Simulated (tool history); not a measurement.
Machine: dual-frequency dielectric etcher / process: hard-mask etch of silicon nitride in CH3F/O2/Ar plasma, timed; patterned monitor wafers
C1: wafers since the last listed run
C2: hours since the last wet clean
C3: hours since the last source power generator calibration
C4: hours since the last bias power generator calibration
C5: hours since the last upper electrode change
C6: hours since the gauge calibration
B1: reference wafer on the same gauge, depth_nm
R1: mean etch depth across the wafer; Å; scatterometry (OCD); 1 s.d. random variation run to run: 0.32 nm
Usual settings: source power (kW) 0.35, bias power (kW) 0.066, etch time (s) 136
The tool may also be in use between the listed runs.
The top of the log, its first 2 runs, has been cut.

Run 3, hour 90.6: usual settings; C1 345; C2 311.5; C3 1252.1; C4 3301.4; C5 2565.2; C6 675.3; B1 110. Result: R1 1023 Å.
Run 4, hour 120.9: usual settings; C1 193; C2 341.8; C3 1282.4; C4 3331.7; C5 2595.5; C6 705.6; B1 110. Result: R1 1016 Å.
At hour 188.2: wet clean of the chamber.
Run 5, hour 188.7: usual settings; C1 279; C2 0.5; C3 1350.2; C4 3399.5; C5 2663.3; C6 773.4; B1 110. Result: R1 991 Å.
Run 6, hour 253.5: usual settings; C1 413; C2 65.3; C3 1415; C4 3464.3; C5 2728.1; C6 838.2; B1 110.1. Result: R1 997 Å.
Run 7, hour 302.8: usual settings but source power (kW) 0.3; C1 314; C2 114.6; C3 1464.3; C4 3513.6; C5 2777.4; C6 887.5; B1 109.8. Result: R1 945 Å.
Run 8, hour 364.4: usual settings but source power (kW) 0.3; C1 393; C2 176.2; C3 1525.9; C4 3575.2; C5 2839; C6 949.1; B1 110. Result: R1 951 Å.
Run 9, hour 432.1: usual settings but source power (kW) 0.3; C1 432; C2 243.9; C3 1593.6; C4 3642.9; C5 2906.7; C6 1016.8; B1 109.9. Result: R1 952 Å.
Run 10, hour 494.6: usual settings; C1 398; C2 306.4; C3 1656.1; C4 3705.4; C5 2969.2; C6 1079.3; B1 109.9. Result: R1 1018 Å.
Run 11, hour 550: usual settings; C1 353; C2 361.8; C3 1711.5; C4 3760.8; C5 3024.6; C6 1134.7; B1 110. Result: R1 1015 Å.
Run 12, hour 610.3: usual settings; C1 384; C2 422.1; C3 1771.8; C4 3821.1; C5 3084.9; C6 1195; B1 109.9. Result: R1 1024 Å.
At hour 644.4: wet clean of the chamber.
Run 13, hour 646.5: usual settings but bias power (kW) 0.058; C1 77; C2 2.1; C3 1808; C4 3857.3; C5 3121.1; C6 1231.2; B1 110.1. Result: R1 919 Å.
At hour 684.8: upper electrode replaced.
Run 14, hour 698.5: usual settings but source power (kW) 0.39, bias power (kW) 0.071; C1 178; C2 54.1; C3 1860; C4 3909.3; C5 13.7; C6 1283.2; B1 110.1. Result: R1 1068 Å.
Run 15, hour 743.6: usual settings; C1 287; C2 99.2; C3 1905.1; C4 3954.4; C5 58.8; C6 1328.3; B1 109.9. Result: R1 991 Å.
At hour 778.2: source power generator calibrated.
Run 16, hour 785.3: usual settings but source power (kW) 0.27, etch time (s) 160.5; C1 240; C2 140.9; C3 7.1; C4 3996.1; C5 100.5; C6 1370; B1 110.1. Result: R1 1097 Å.
Run 17, hour 831.3: usual settings; C1 293; C2 186.9; C3 53.1; C4 4042.1; C5 146.5; C6 1416; B1 110.1. Result: R1 1025 Å.
At hour 832.4: gauge calibrated.
Run 18, hour 896.6: usual settings but source power (kW) 0.32; C1 416; C2 252.2; C3 118.4; C4 4107.4; C5 211.8; C6 64.2; B1 110. Result: R1 995 Å.
Run 19, hour 929: usual settings but bias power (kW) 0.055; C1 206; C2 284.6; C3 150.8; C4 4139.8; C5 244.2; C6 96.6; B1 109.9. Result: R1 937 Å.
Run 20, hour 988.6: usual settings; C1 380; C2 344.2; C3 210.4; C4 4199.4; C5 303.8; C6 156.2; B1 110. Result: R1 1032 Å.
At hour 1038.3: wet clean of the chamber.
Run 21, hour 1057.8: usual settings but source power (kW) 0.29, bias power (kW) 0.056, etch time (s) 171; C1 288; C2 19.5; C3 279.6; C4 4268.6; C5 373; C6 225.4; B1 109.9. Result: R1 1086 Å.
Run 22, hour 1099.2: usual settings; C1 264; C2 60.9; C3 321; C4 4310; C5 414.4; C6 266.8; B1 110.1. Result: R1 1000 Å.

What will run 23 give?
Run 23, hour 1125.6: usual settings but source power (kW) 0.27, bias power (kW) 0.078, etch time (s) 152; C1 168; C2 87.3; C3 347.4; C4 4336.4; C5 440.8; C6 293.2; B1 ?. Result: R1 ?.

B1: 110
R1: 1117 Å
Had the tool carried no hidden state, the very same run would have given R1 1117 Å.
